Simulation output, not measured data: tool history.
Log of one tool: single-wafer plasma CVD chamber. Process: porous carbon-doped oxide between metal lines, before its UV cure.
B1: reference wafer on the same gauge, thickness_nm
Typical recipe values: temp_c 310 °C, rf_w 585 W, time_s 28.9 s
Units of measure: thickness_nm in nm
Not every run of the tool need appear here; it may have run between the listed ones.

{"run": 1, "day": 0.0, "temp_c": 310, "rf_w": 585, "time_s": 28.9, "B1": 140.99, "thickness_nm": 172.556}
{"run": 2, "day": 2.071, "temp_c": 310, "rf_w": 585, "time_s": 28.9, "B1": 140.972, "thickness_nm": 174.053}
{"run": 3, "day": 4.058, "temp_c": 310, "rf_w": 585, "time_s": 28.9, "B1": 141.103, "thickness_nm": 173.392}
{"run": 4, "day": 7.125, "temp_c": 310, "rf_w": 585, "time_s": 28.9, "B1": 140.86, "thickness_nm": 170.791}
{"run": 5, "day": 8.875, "temp_c": 310, "rf_w": 585, "time_s": 28.9, "B1": 141.011, "thickness_nm": 169.816}
{"run": 6, "day": 10.629, "temp_c": 310, "rf_w": 585, "time_s": 28.9, "B1": 140.887, "thickness_nm": 171.479}
{"run": 7, "day": 12.167, "temp_c": 310, "rf_w": 585, "time_s": 28.9, "B1": 140.812, "thickness_nm": 170.559}
{"run": 8, "day": 13.838, "temp_c": 310, "rf_w": 585, "time_s": 28.9, "B1": 140.975, "thickness_nm": 171.441}
{"run": 9, "day": 17.025, "temp_c": 310, "rf_w": 585, "time_s": 26.9, "B1": 141.046, "thickness_nm": 157.766}
{"run": 10, "day": 18.904, "temp_c": 298, "rf_w": 585, "time_s": 28.9, "B1": 140.879, "thickness_nm": 180.836}
{"run": 11, "day": 22.496, "temp_c": 297, "rf_w": 525, "time_s": 30.5, "B1": 140.881, "thickness_nm": 176.342}
{"run": 12, "day": 26.808, "temp_c": 303, "rf_w": 470, "time_s": 25.6, "B1": 141.144, "thickness_nm": 129.644}
{"run": 13, "day": 29.675, "temp_c": 310, "rf_w": 585, "time_s": 30.8, "B1": 140.893, "thickness_nm": 183.559}
{"run": 14, "day": 32.504, "temp_c": 297, "rf_w": 525, "time_s": 30.5, "B1": 140.869, "thickness_nm": 180.922}
{"run": 15, "day": 35.542, "temp_c": 305, "rf_w": 625, "time_s": 31.8, "B1": 140.767, "thickness_nm": 203.325}
{"run": 16, "day": 37.396, "temp_c": 302, "rf_w": 700, "time_s": 26.5, "B1": 140.966, "thickness_nm": 186.172}
{"run": 17, "day": 39.162, "temp_c": 303, "rf_w": 670, "time_s": 27.2, "B1": 140.975, "thickness_nm": 185.161}
{"run": 18, "day": 43.4, "temp_c": 310, "rf_w": 585, "time_s": 28.9, "B1": 140.98, "thickness_nm": 171.576}

Not shown here: 4 entries made in the log between runs. Locate each between two listed runs and compare the hidden state at the listed run before it with the hidden state at the listed run after it:
After run 11, before run 12: gauge calibrated (day 22.650); showerhead replaced (day 23.679)
  delivered RF power above the setpoint (%): -5.85 -> -7.38
  the result without the hidden state subtracted from the measured one, thickness_nm: -7.808 -> -8.349 nm
After run 12, before run 13: RF generator calibrated (day 27.458)
  delivered RF power above the setpoint (%): -7.38 -> -1.57
  the result without the hidden state subtracted from the measured one, thickness_nm: -8.349 -> -2.049 nm
After run 13, before run 14: thermocouple changed; heater temperature recalibrated (day 30.358)
  delivered RF power above the setpoint (%): -1.57 -> -1.7
  the result without the hidden state subtracted from the measured one, thickness_nm: -2.049 -> -2.229 nm

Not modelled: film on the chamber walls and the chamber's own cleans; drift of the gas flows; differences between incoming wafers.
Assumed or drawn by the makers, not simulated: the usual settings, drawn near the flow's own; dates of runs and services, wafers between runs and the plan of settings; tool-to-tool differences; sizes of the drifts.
